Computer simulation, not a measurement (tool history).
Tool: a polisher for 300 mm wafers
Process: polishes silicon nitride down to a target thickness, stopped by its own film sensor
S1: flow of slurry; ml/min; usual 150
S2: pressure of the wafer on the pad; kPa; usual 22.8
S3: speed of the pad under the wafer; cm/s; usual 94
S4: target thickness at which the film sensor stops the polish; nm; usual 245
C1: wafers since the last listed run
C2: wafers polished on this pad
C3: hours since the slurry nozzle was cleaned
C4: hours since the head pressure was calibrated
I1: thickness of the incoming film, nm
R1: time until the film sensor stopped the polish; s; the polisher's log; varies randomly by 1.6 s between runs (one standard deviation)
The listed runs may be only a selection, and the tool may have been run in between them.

run 1 hour=0.0 | S1=150 S2=22.8 S3=94 S4=245 | C1=0 C2=339 C3=459.1 C4=327.1 | I1=464.5 | R1=164.7
run 2 hour=37.3 | S1=150 S2=22.8 S3=94 S4=245 | C1=231 C2=570 C3=496.4 C4=364.4 | I1=465.9 | R1=168.5
run 3 hour=76.8 | S1=150 S2=22.8 S3=94 S4=245 | C1=245 C2=816 C3=535.9 C4=403.9 | I1=455.5 | R1=161.6
-- hour=127.4 worn pad replaced by a new one
run 4 hour=139.7 | S1=150 S2=22.8 S3=94 S4=245 | C1=365 C2=76 C3=598.8 C4=466.8 | I1=468.5 | R1=170.6
run 5 hour=181.0 | S1=150 S2=22.8 S3=94 S4=245 | C1=256 C2=332 C3=640.1 C4=508.1 | I1=450.2 | R1=157.8
run 6 hour=215.2 | S1=150 S2=22.8 S3=94 S4=245 | C1=212 C2=544 C3=674.3 C4=542.3 | I1=469.4 | R1=170.9
run 7 hour=239.8 | S1=150 S2=22.8 S3=94 S4=245 | C1=152 C2=697 C3=698.9 C4=566.9 | I1=467.7 | R1=169.4
-- hour=272.8 worn pad replaced by a new one
run 8 hour=273.3 | S1=150 S2=22.8 S3=94 S4=245 | C1=182 C2=3 C3=732.4 C4=600.4 | I1=458.2 | R1=162.6
run 9 hour=336.5 | S1=150 S2=22.8 S3=94 S4=245 | C1=392 C2=395 C3=795.6 C4=663.6 | I1=465.9 | R1=168.7
run 10 hour=401.0 | S1=150 S2=26.9 S3=106 S4=245 | C1=400 C2=795 C3=860.1 C4=728.1 | I1=465.1 | R1=130.2
-- hour=402.3 slurry nozzle cleaned
-- hour=414.4 worn pad replaced by a new one
run 11 hour=456.4 | S1=150 S2=22.8 S3=94 S4=245 | C1=312 C2=260 C3=54.1 C4=783.5 | I1=463.1 | R1=168.2
-- hour=472.8 head pressure recalibrated
run 12 hour=506.8 | S1=150 S2=22.8 S3=94 S4=245 | C1=300 C2=560 C3=104.5 C4=34.0 | I1=458.5 | R1=163.3
run 13 hour=558.1 | S1=120 S2=14.5 S3=80 S4=195 | C1=318 C2=879 C3=155.8 C4=85.3 | I1=466.4 | R1=380.2
-- hour=586.5 worn pad replaced by a new one
run 14 hour=607.6 | S1=150 S2=22.8 S3=102 S4=272 | C1=282 C2=130 C3=205.3 C4=134.8 | I1=459.6 | R1=136.0
run 15 hour=646.1 | S1=105 S2=25.5 S3=106 S4=314 | C1=238 C2=369 C3=243.8 C4=173.3 | I1=462.3 | R1=101.5
run 16 hour=684.7 | S1=125 S2=22.8 S3=94 S4=245 | C1=239 C2=609 C3=282.4 C4=211.9 | I1=455.0 | R1=167.6
run 17 hour=742.0 | S1=105 S2=30.3 S3=94 S4=245 | C1=355 C2=964 C3=339.7 C4=269.2 | I1=469.7 | R1=141.1
-- hour=767.5 worn pad replaced by a new one
run 18 hour=804.5 | S1=150 S2=22.8 S3=126 S4=245 | C1=362 C2=229 C3=402.2 C4=331.7 | I1=457.8 | R1=134.0

4 options for the next run, each taken on its own from the tool as it stands now. Forecast them:
run A hour=805.0 | S1=150 S2=22.8 S3=94 S4=245 | C1=3 C2=232 C3=402.7 C4=332.2 | I1=458.5 | R1=?
run B hour=805.0 | S1=185 S2=19.3 S3=76 S4=174 | C1=3 C2=232 C3=402.7 C4=332.2 | I1=458.5 | R1=?
run C hour=805.0 | S1=150 S2=15.9 S3=94 S4=301 | C1=3 C2=232 C3=402.7 C4=332.2 | I1=458.5 | R1=?
run D hour=805.0 | S1=125 S2=30.3 S3=82 S4=216 | C1=3 C2=232 C3=402.7 C4=332.2 | I1=458.5 | R1=?

run=A R1=162.6
run=B R1=281.5
run=C R1=172.1
run=D R1=156.9
The same runs, with their run-to-run variation unchanged, on a tool lacking any hidden condition would have given:
run=A R1=162.6
run=B R1=281.5
run=C R1=172.1
run=D R1=156.9

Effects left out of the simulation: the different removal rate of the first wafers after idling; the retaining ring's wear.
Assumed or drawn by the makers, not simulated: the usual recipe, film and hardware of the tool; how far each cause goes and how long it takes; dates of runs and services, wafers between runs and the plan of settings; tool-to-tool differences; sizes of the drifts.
